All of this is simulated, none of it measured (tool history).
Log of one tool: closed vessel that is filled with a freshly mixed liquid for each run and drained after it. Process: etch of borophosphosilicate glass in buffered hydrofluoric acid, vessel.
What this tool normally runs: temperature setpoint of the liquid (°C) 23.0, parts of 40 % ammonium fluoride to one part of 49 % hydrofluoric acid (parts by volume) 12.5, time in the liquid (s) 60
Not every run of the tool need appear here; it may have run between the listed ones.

run   hour  temperature setpoint of the liquid (°C)  parts of 40 % ammonium fluoride to one part of 49 % hydrofluoric acid (parts by volume)  time in the liquid (s)  read-back film thickness of the borophosphosilicate glass reference wafer, read on the same gauge (nm)  thickness taken off the borophosphosilicate glass on a monitor wafer (nm)
  1    0.0                                     23.0                                                                                     12.5                      60                                                                                                  139.99                                                                      63.35
  2    8.8                                     20.0                                                                                     12.5                      60                                                                                                  140.04                                                                      53.90
  3   22.8                                     20.0                                                                                     12.5                      60                                                                                                  140.02                                                                      54.35
  4   38.8                                     20.0                                                                                     12.5                      60                                                                                                  140.00                                                                      54.81
  5   52.4                                     19.5                                                                                     11.0                      60                                                                                                  140.01                                                                      59.75
  6   69.8                                     23.0                                                                                     12.5                      60                                                                                                  140.02                                                                      63.84
  7   86.9                                     23.0                                                                                     12.5                      60                                                                                                  140.00                                                                      63.42
  8   93.0                                     23.0                                                                                     12.5                      60                                                                                                  139.97                                                                      64.44
  9  108.6                                     23.0                                                                                     12.5                      60                                                                                                  140.02                                                                      64.91
     119.6  -- thermometer replaced
 10  124.2                                     23.0                                                                                     12.5                      60                                                                                                  140.03                                                                      64.22
 11  130.5                                     23.0                                                                                     12.5                      45                                                                                                  140.01                                                                      48.93
 12  183.6                                     23.0                                                                                     12.5                      60                                                                                                  140.02                                                                      65.05
 13  195.1                                     24.0                                                                                     12.5                      50                                                                                                  139.94                                                                      57.28
     199.8  -- gauge calibrated
 14  210.2                                     19.5                                                                                     15.5                      50                                                                                                  139.97                                                                      35.79
 15  224.9                                     23.0                                                                                     14.0                      70                                                                                                  140.02                                                                      65.99
 16  242.5                                     27.5                                                                                     12.5                      60                                                                                                  140.02                                                                      81.63
 17  253.7                                     23.0                                                                                     17.0                      60                                                                                                  140.04                                                                      45.96
 18  263.5                                     23.0                                                                                     12.5                      50                                                                                                  139.97                                                                      53.06
 19  279.8                                     23.0                                                                                     12.5                      60                                                                                                  140.01                                                                      64.36
     286.5  -- hydrofluoric acid flow meter replaced
 20  292.4                                     23.0                                                                                     12.5                      60                                                                                                  140.01                                                                      63.22
 21  300.2                                     21.0                                                                                     15.5                      35                                                                                                  140.00                                                                      26.78
 22  306.5                                     21.0                                                                                     15.5                      60                                                                                                  139.96                                                                      45.43
 23  318.3                                     19.5                                                                                     11.0                      60                                                                                                  139.98                                                                      60.04
 24  335.0                                     23.0                                                                                     12.5                      40                                                                                                  139.99                                                                      43.31
 25  366.9                                     21.0                                                                                     15.0                      45                                                                                                  140.01                                                                      36.02
 26  381.4                                     23.0                                                                                      8.5                      60                                                                                                  140.00                                                                      89.35
 27  403.8                                     23.0                                                                                     10.0                      60                                                                                                  139.98                                                                      79.99
 28  411.0                                     21.5                                                                                     10.5                      60                                                                                                  139.99                                                                      68.83
 29  417.3                                     28.0                                                                                     14.5                      85                                                                                                  140.04                                                                     103.12
 30  425.8                                     19.5                                                                                     15.5                      75                                                                                                  139.98                                                                      53.44
     442.0  -- gauge calibrated
 31  443.3                                     23.0                                                                                     12.5                      30                                                                                                  140.02                                                                      32.12

Branching from run 31: 5 alternative next runs. What would each branch give?
  A  444.0                                     23.0                                                                                     12.5                      75                                                                                                       ?                                                                          ?
  B  444.0                                     23.0                                                                                     17.0                      85                                                                                                       ?                                                                          ?
  C  444.0                                     19.0                                                                                      8.0                      50                                                                                                       ?                                                                          ?
  D  444.0                                     23.0                                                                                      8.0                      75                                                                                                       ?                                                                          ?
  E  444.0                                     24.5                                                                                     12.5                      80                                                                                                       ?                                                                          ?

run  read-back film thickness of the borophosphosilicate glass reference wafer, read on the same gauge (nm)  thickness taken off the borophosphosilicate glass on a monitor wafer (nm)
  A                                                                                                  139.98                                                                      80.82
  B                                                                                                  139.98                                                                      67.62
  C                                                                                                  139.98                                                                      65.57
  D                                                                                                  139.98                                                                     122.46
  E                                                                                                  139.98                                                                      93.49
Without the tool's unlogged condition, the same runs would have read:
run  thickness taken off the borophosphosilicate glass on a monitor wafer (nm)
  A                                                                      80.82
  B                                                                      67.62
  C                                                                      65.57
  D                                                                     122.46
  E                                                                      93.49

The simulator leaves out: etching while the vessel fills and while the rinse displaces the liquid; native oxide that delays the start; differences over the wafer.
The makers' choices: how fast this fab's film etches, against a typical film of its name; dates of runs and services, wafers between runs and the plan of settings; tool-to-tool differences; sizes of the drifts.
